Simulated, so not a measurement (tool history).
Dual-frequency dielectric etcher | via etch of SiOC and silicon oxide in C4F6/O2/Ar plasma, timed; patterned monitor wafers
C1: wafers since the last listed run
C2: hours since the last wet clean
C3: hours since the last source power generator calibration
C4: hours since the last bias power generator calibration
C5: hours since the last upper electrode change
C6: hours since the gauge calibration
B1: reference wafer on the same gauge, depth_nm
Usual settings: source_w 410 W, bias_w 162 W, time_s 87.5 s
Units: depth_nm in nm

Run 1, hour 0.0: usual settings; C1 0; C2 245.0; C3 1669.5; C4 0.5; C5 2102.0; C6 498.2; B1 106.1. Result: depth_nm 89.8 nm.
Run 2, hour 13.7: usual settings; C1 176; C2 258.7; C3 1683.2; C4 14.2; C5 2115.7; C6 511.9; B1 106.2. Result: depth_nm 90.1 nm.
At hour 40.4: upper electrode replaced.
Run 3, hour 40.9: usual settings; C1 41; C2 285.9; C3 1710.4; C4 41.4; C5 0.5; C6 539.1; B1 106.3. Result: depth_nm 89.3 nm.
Run 4, hour 41.2: usual settings; C1 3; C2 286.2; C3 1710.7; C4 41.7; C5 0.8; C6 539.4; B1 106.4. Result: depth_nm 88.9 nm.
Run 5, hour 41.6: usual settings but source_w 350 W; C1 5; C2 286.6; C3 1711.1; C4 42.1; C5 1.2; C6 539.8; B1 106.2. Result: depth_nm 86.7 nm.
Run 6, hour 52.8: usual settings; C1 144; C2 297.8; C3 1722.3; C4 53.3; C5 12.4; C6 551.0; B1 106.1. Result: depth_nm 89.3 nm.
Run 7, hour 68.3: usual settings; C1 199; C2 313.3; C3 1737.8; C4 68.8; C5 27.9; C6 566.5; B1 106.1. Result: depth_nm 89.0 nm.
Run 8, hour 82.5: usual settings; C1 182; C2 327.5; C3 1752.0; C4 83.0; C5 42.1; C6 580.7; B1 106.0. Result: depth_nm 89.9 nm.
Run 9, hour 90.6: usual settings but source_w 450 W, bias_w 174 W, time_s 102.5 s; C1 104; C2 335.6; C3 1760.1; C4 91.1; C5 50.2; C6 588.8; B1 106.2. Result: depth_nm 109.8 nm.
Run 10, hour 105.1: usual settings but time_s 113.0 s; C1 186; C2 350.1; C3 1774.6; C4 105.6; C5 64.7; C6 603.3; B1 106.3. Result: depth_nm 114.5 nm.
Run 11, hour 111.2: usual settings; C1 78; C2 356.2; C3 1780.7; C4 111.7; C5 70.8; C6 609.4; B1 106.2. Result: depth_nm 90.2 nm.
At hour 123.7: gauge calibrated.
Run 12, hour 125.6: usual settings but bias_w 137 W, time_s 65.5 s; C1 185; C2 370.6; C3 1795.1; C4 126.1; C5 85.2; C6 1.9; B1 106.2. Result: depth_nm 64.0 nm.
Run 13, hour 136.5: usual settings; C1 140; C2 381.5; C3 1806.0; C4 137.0; C5 96.1; C6 12.8; B1 106.2. Result: depth_nm 89.7 nm.
Run 14, hour 145.5: usual settings but source_w 350 W, bias_w 179 W; C1 115; C2 390.5; C3 1815.0; C4 146.0; C5 105.1; C6 21.8; B1 106.1. Result: depth_nm 88.8 nm.
At hour 174.6: wet clean of the chamber.
Run 15, hour 175.1: usual settings; C1 72; C2 0.5; C3 1844.6; C4 175.6; C5 134.7; C6 51.4; B1 106.0. Result: depth_nm 90.2 nm.
Run 16, hour 175.5: usual settings but bias_w 151 W, time_s 70.0 s; C1 5; C2 0.9; C3 1845.0; C4 176.0; C5 135.1; C6 51.8; B1 106.3. Result: depth_nm 71.9 nm.
Run 17, hour 184.2: usual settings but time_s 63.0 s; C1 111; C2 9.6; C3 1853.7; C4 184.7; C5 143.8; C6 60.5; B1 106.3. Result: depth_nm 65.2 nm.
Run 18, hour 199.4: usual settings but bias_w 177 W, time_s 79.0 s; C1 195; C2 24.8; C3 1868.9; C4 199.9; C5 159.0; C6 75.7; B1 106.1. Result: depth_nm 84.2 nm.
At hour 208.7: source power generator calibrated.
Run 19, hour 212.8: usual settings but source_w 440 W, bias_w 181 W, time_s 108.0 s; C1 120; C2 38.2; C3 4.1; C4 213.3; C5 172.4; C6 89.1; B1 106.2. Result: depth_nm 116.3 nm.
Run 20, hour 227.5: usual settings; C1 189; C2 52.9; C3 18.8; C4 228.0; C5 187.1; C6 103.8; B1 106.2. Result: depth_nm 90.6 nm.
Run 21, hour 236.7: usual settings but source_w 490 W, time_s 73.0 s; C1 118; C2 62.1; C3 28.0; C4 237.2; C5 196.3; C6 113.0; B1 106.0. Result: depth_nm 78.6 nm.
Run 22, hour 249.3: usual settings but source_w 360 W, bias_w 183 W, time_s 73.5 s; C1 162; C2 74.7; C3 40.6; C4 249.8; C5 208.9; C6 125.6; B1 106.1. Result: depth_nm 77.0 nm.
Run 23, hour 265.7: usual settings but source_w 350 W, bias_w 145 W, time_s 108.5 s; C1 210; C2 91.1; C3 57.0; C4 266.2; C5 225.3; C6 142.0; B1 106.1. Result: depth_nm 105.3 nm.
Run 24, hour 274.2: usual settings but bias_w 200 W; C1 109; C2 99.6; C3 65.5; C4 274.7; C5 233.8; C6 150.5; B1 106.1. Result: depth_nm 95.5 nm.
Run 25, hour 287.5: usual settings but source_w 510 W, bias_w 193 W, time_s 108.0 s; C1 171; C2 112.9; C3 78.8; C4 288.0; C5 247.1; C6 163.8; B1 106.2. Result: depth_nm 121.6 nm.
Run 26, hour 305.4: usual settings but time_s 64.5 s; C1 230; C2 130.8; C3 96.7; C4 305.9; C5 265.0; C6 181.7; B1 106.5. Result: depth_nm 66.5 nm.
Run 27, hour 318.0: usual settings but source_w 500 W, bias_w 124 W; C1 162; C2 143.4; C3 109.3; C4 318.5; C5 277.6; C6 194.3; B1 106.3. Result: depth_nm 87.5 nm.
Run 28, hour 327.4: usual settings; C1 120; C2 152.8; C3 118.7; C4 327.9; C5 287.0; C6 203.7; B1 106.1. Result: depth_nm 89.9 nm.
Run 29, hour 343.4: usual settings but source_w 500 W, bias_w 145 W; C1 205; C2 168.8; C3 134.7; C4 343.9; C5 303.0; C6 219.7; B1 106.3. Result: depth_nm 91.3 nm.

Forecast each of these 5 alternatives for the next run:
Run A, hour 343.8: usual settings but source_w 370 W; C1 5; C2 169.2; C3 135.1; C4 344.3; C5 303.4; C6 220.1; B1 ?. Result: depth_nm ?.
Run B, hour 343.8: usual settings but source_w 480 W, time_s 69.0 s; C1 5; C2 169.2; C3 135.1; C4 344.3; C5 303.4; C6 220.1; B1 ?. Result: depth_nm ?.
Run C, hour 343.8: usual settings but source_w 510 W; C1 5; C2 169.2; C3 135.1; C4 344.3; C5 303.4; C6 220.1; B1 ?. Result: depth_nm ?.
Run D, hour 343.8: usual settings but source_w 490 W, bias_w 194 W, time_s 74.5 s; C1 5; C2 169.2; C3 135.1; C4 344.3; C5 303.4; C6 220.1; B1 ?. Result: depth_nm ?.
Run E, hour 343.8: usual settings but source_w 470 W, bias_w 193 W, time_s 80.0 s; C1 5; C2 169.2; C3 135.1; C4 344.3; C5 303.4; C6 220.1; B1 ?. Result: depth_nm ?.

run     B1  depth_nm
  A  106.0      88.8
  B  106.0      73.7
  C  106.0      94.7
  D  106.0      83.8
  E  106.0      89.1
Without the tool's hidden state the same runs would have given:
run  depth_nm
  A      89.6
  B      74.4
  C      95.6
  D      84.6
  E      89.9

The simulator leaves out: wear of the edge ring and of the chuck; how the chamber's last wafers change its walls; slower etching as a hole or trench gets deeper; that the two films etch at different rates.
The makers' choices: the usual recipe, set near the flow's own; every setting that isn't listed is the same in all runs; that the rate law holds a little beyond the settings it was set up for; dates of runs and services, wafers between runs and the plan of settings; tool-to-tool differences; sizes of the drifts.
